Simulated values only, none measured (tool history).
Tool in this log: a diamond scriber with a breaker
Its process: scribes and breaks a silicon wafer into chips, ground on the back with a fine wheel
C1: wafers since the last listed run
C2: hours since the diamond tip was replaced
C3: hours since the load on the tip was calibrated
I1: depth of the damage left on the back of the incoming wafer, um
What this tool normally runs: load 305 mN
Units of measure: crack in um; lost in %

{"run": 1, "hour": 0.0, "load": 305, "C1": 0, "C2": 509.7, "C3": 202.2, "I1": 2.64, "crack": 12.86, "lost": 2.41}
{"run": 2, "hour": 107.6, "load": 305, "C1": 149, "C2": 617.3, "C3": 309.8, "I1": 2.71, "crack": 13.12, "lost": 2.62}
{"run": 3, "hour": 183.6, "load": 247, "C1": 105, "C2": 693.3, "C3": 385.8, "I1": 2, "crack": 10.89, "lost": 5.3}
{"run": 4, "hour": 270.1, "load": 247, "C1": 120, "C2": 779.8, "C3": 472.3, "I1": 2.31, "crack": 11.04, "lost": 5.34}
{"run": 5, "hour": 349.0, "load": 247, "C1": 109, "C2": 858.7, "C3": 551.2, "I1": 1.67, "crack": 10.96, "lost": 4.86}
{"run": 6, "hour": 435.0, "load": 305, "C1": 119, "C2": 944.7, "C3": 637.2, "I1": 2.57, "crack": 13.4, "lost": 2.34}
{"run": 7, "hour": 487.8, "load": 305, "C1": 73, "C2": 997.5, "C3": 690, "I1": 2.34, "crack": 13.52, "lost": 2.53}
{"hour": 560.2, "done": "diamond tip replaced by a new one"}
{"run": 8, "hour": 660.5, "load": 362, "C1": 236, "C2": 100.3, "C3": 862.7, "I1": 2.21, "crack": 15.41, "lost": 5.19}
{"run": 9, "hour": 709.4, "load": 339, "C1": 67, "C2": 149.2, "C3": 911.6, "I1": 1.66, "crack": 14.38, "lost": 3.67}
{"run": 10, "hour": 759.6, "load": 339, "C1": 69, "C2": 199.4, "C3": 961.8, "I1": 2.96, "crack": 14.83, "lost": 4.12}
{"run": 11, "hour": 805.5, "load": 339, "C1": 63, "C2": 245.3, "C3": 1007.7, "I1": 2.63, "crack": 14.63, "lost": 3.94}
{"run": 12, "hour": 899.1, "load": 276, "C1": 129, "C2": 338.9, "C3": 1101.3, "I1": 2.66, "crack": 12.5, "lost": 2.67}
{"run": 13, "hour": 967.7, "load": 366, "C1": 95, "C2": 407.5, "C3": 1169.9, "I1": 2.46, "crack": 15.42, "lost": 6.28}
{"run": 14, "hour": 1006.2, "load": 216, "C1": 53, "C2": 446, "C3": 1208.4, "I1": 2.59, "crack": 10.03, "lost": 9.07}
{"run": 15, "hour": 1052.6, "load": 273, "C1": 64, "C2": 492.4, "C3": 1254.8, "I1": 2.87, "crack": 12.48, "lost": 3.11}
{"hour": 1110.9, "done": "load on the tip recalibrated"}
{"run": 16, "hour": 1148.5, "load": 366, "C1": 130, "C2": 588.3, "C3": 37.6, "I1": 2.54, "crack": 15.22, "lost": 4.48}
{"run": 17, "hour": 1215.2, "load": 355, "C1": 92, "C2": 655, "C3": 104.3, "I1": 2.18, "crack": 14.69, "lost": 4.08}
{"run": 18, "hour": 1289.9, "load": 277, "C1": 103, "C2": 729.7, "C3": 179, "I1": 2.16, "crack": 11.88, "lost": 3.07}
{"run": 19, "hour": 1361.8, "load": 241, "C1": 99, "C2": 801.6, "C3": 250.9, "I1": 2.12, "crack": 10.73, "lost": 5.59}
{"run": 20, "hour": 1454.1, "load": 340, "C1": 128, "C2": 893.9, "C3": 343.2, "I1": 1.87, "crack": 14.28, "lost": 3.15}
{"run": 21, "hour": 1524.1, "load": 254, "C1": 97, "C2": 963.9, "C3": 413.2, "I1": 2.81, "crack": 11.41, "lost": 4.81}
{"run": 22, "hour": 1583.3, "load": 247, "C1": 82, "C2": 1023.1, "C3": 472.4, "I1": 2.97, "crack": 10.95, "lost": 5.53}

Predict each of these 5 candidate next runs independently; none follows another, all start after run 22:
{"run": "A", "hour": 1584.0, "load": 305, "C1": 0, "C2": 1023.8, "C3": 473.1, "I1": 1.6, "crack": "?", "lost": "?"}
{"run": "B", "hour": 1584.0, "load": 255, "C1": 0, "C2": 1023.8, "C3": 473.1, "I1": 1.6, "crack": "?", "lost": "?"}
{"run": "C", "hour": 1584.0, "load": 214, "C1": 0, "C2": 1023.8, "C3": 473.1, "I1": 1.6, "crack": "?", "lost": "?"}
{"run": "D", "hour": 1584.0, "load": 336, "C1": 0, "C2": 1023.8, "C3": 473.1, "I1": 1.6, "crack": "?", "lost": "?"}
{"run": "E", "hour": 1584.0, "load": 271, "C1": 0, "C2": 1023.8, "C3": 473.1, "I1": 1.6, "crack": "?", "lost": "?"}

run=A crack=13.14 lost=2.14
run=B crack=11.26 lost=3.69
run=C crack=9.6 lost=9.75
run=D crack=14.23 lost=3.11
run=E crack=11.88 lost=2.65
Had the tool no hidden state, the same runs would have come out as:
run=A crack=12.81 lost=2.09
run=B crack=10.98 lost=4.36
run=C crack=9.36 lost=11.09
run=D crack=13.88 lost=2.67
run=E crack=11.58 lost=3.08

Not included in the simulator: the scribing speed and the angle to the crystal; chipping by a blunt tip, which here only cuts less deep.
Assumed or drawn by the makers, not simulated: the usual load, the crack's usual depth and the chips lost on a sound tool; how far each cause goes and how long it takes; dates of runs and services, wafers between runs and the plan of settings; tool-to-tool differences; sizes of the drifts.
